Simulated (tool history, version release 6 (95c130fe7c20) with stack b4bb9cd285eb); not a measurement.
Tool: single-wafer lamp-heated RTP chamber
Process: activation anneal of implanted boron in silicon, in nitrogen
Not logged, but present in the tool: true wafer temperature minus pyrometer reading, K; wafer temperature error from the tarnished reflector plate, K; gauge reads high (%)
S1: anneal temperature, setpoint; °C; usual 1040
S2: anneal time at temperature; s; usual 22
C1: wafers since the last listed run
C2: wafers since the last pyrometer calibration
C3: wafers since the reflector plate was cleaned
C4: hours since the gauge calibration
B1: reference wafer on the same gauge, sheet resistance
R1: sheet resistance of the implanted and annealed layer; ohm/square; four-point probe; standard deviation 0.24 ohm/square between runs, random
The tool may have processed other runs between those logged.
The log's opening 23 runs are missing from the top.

run,day,S1,S2,C1,C2,C3,C4,B1,R1
# day 52.942: reflector plate cleaned
24,54.346,1051,18,858,3480,706,651,152.65,161.05
25,59.792,1040,22,2737,6217,3443,781.7,152.71,161.33
# day 62.633: pyrometer window cleaned and pyrometer calibrated
26,63.808,1062,28,1851,591,5294,878.1,152.69,159.38
27,65.225,1027,28,712,1303,6007,912.1,152.77,161.36
28,66.654,1025,31,718,2022,6725,946.4,152.78,161.43
29,68.917,1025,33,1137,3159,7862,1000.7,152.76,161.36
30,71.138,1040,22,1116,4275,8978,1054,152.8,161.1
31,72.279,1040,22,573,4849,9552,1081.4,152.71,161.1
32,73.521,1052,22,624,5473,10176,1111.2,152.78,160.31
# day 77.504: reflector plate cleaned
# day 78.362: pyrometer window cleaned and pyrometer calibrated
33,81.092,1059,30,3470,1372,1635,1292.9,153,159.43
34,83.542,1017,16,1231,2603,2866,1351.7,152.96,164.43
35,85.712,1040,22,1091,3695,3957,1403.8,153.02,161.04

Consider 3 possible next runs. They are alternatives, not a sequence: every one starts from the tool as it was left by run 35. What does each give?
A,85.729,1040,22,8,3703,3966,1404.2,?,?
B,85.729,1040,26,8,3703,3966,1404.2,?,?
C,85.729,1058,12,8,3703,3966,1404.2,?,?

run,B1,R1
A,153.02,161.19
B,153.02,160.86
C,153.02,161.35
What these runs would have given with no unlogged condition in the tool:
run,R1
A,160.11
B,159.79
C,160.28
